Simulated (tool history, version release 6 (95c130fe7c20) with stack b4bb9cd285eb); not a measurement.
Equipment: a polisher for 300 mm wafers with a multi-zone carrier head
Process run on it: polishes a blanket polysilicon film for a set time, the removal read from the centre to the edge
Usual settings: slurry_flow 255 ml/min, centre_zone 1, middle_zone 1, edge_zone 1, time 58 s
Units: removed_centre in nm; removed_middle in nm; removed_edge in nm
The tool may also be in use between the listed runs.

run   hour  slurry_flow  centre_zone  middle_zone  edge_zone  time  wafers since the last listed run  wafers polished on this pad  hours since the slurry nozzle was cleaned  hours since the centre zone pressure was calibrated  hours since the edge zone pressure was calibrated  hours since the carrier head's membrane was replaced  incoming thickness of the incoming film, nm  removed_centre  removed_middle  removed_edge
  1      0          255            1            1          1    58                                 0                          134                                       58.3                                               1151.8                                              439.2                                                 968.9                                       1018.4           302.6           305.1         306.9
  2   36.8          255            1            1          1    64                               315                          450                                       95.1                                               1188.6                                                476                                                1005.7                                         1013             332           328.1         335.8
  3   79.9          255            1            1          1    64                               369                          820                                      138.2                                               1231.7                                              519.1                                                1048.8                                       1005.3           324.6           322.9         330.4
  4  106.2          255            1            1          1    64                               225                         1046                                      164.5                                                 1258                                              545.4                                                1075.1                                       1016.7           325.1           324.1         327.4
     126.5  -- worn pad replaced by a new one
  5  133.6          255            1            1          1    58                               200                           61                                      191.9                                               1285.4                                              572.8                                                1102.5                                       1019.6           277.5           275.6         279.7
  6  164.4          255            1            1          1    58                               264                          325                                      222.7                                               1316.2                                              603.6                                                1133.3                                       1013.6           272.8           266.5         269.9
     213.4  -- worn pad replaced by a new one, repeated, since the last time left the tool worse
     215.5  -- centre zone pressure recalibrated
  7  224.1          255            1            1          1    58                               460                           74                                      282.4                                                  8.6                                              663.3                                                  1193                                       1012.9           309.6           305.9         310.1
  8  279.9          230            1         0.97       1.07    58                               478                          553                                      338.2                                                 64.4                                              719.1                                                1248.8                                         1010           296.9           288.1         313.1
     285.5  -- edge zone pressure recalibrated
       293  -- slurry nozzle cleaned
  9  309.2          230            1         0.97       1.07    58                               225                          779                                       16.2                                                 93.7                                               23.7                                                1278.1                                       1005.2           296.6           285.6         308.4
     368.2  -- worn pad replaced by a new one
 10  370.8          255            1            1          1    58                               494                           22                                       77.8                                                155.3                                               85.3                                                1339.7                                       1005.1           310.3           304.8           321
 11  413.4          255         0.89            1          1    58                               365                          388                                      120.4                                                197.9                                              127.9                                                1382.3                                       1011.4           270.9           299.4         311.2
     434.3  -- carrier head's membrane replaced by a new one
 12    444          255            1            1       0.93    65                               219                          607                                        151                                                228.5                                              158.5                                                   9.7                                       1028.4             334           328.9         329.4
 13  498.6          255            1         1.07       1.08    64                               468                         1076                                      205.6                                                283.1                                              213.1                                                  64.3                                       1017.8             325           340.1         342.5
     527.9  -- worn pad replaced by a new one
 14  555.4          255            1            1          1    76                               453                          236                                      262.4                                                339.9                                              269.9                                                 121.1                                       1005.1             398           394.7         410.3

Give the tool's hidden conditions for every run:
slurry flow missing at the pad, %: 0 in every run
deviation of the centre zone's pressure from its setpoint, %: 0 in every run
deviation of the edge zone's pressure from its setpoint, %: 0 in every run
H1: removal rate lost through wear of the pad, %
run     H1
  1   2.41
  2   4.57
  3   5.68
  4   6.01
  5   11.7
  6     14
  7   1.17
  8   4.24
  9   4.89
 10  0.994
 11   4.11
 12   5.14
 13   5.92
 14   2.65

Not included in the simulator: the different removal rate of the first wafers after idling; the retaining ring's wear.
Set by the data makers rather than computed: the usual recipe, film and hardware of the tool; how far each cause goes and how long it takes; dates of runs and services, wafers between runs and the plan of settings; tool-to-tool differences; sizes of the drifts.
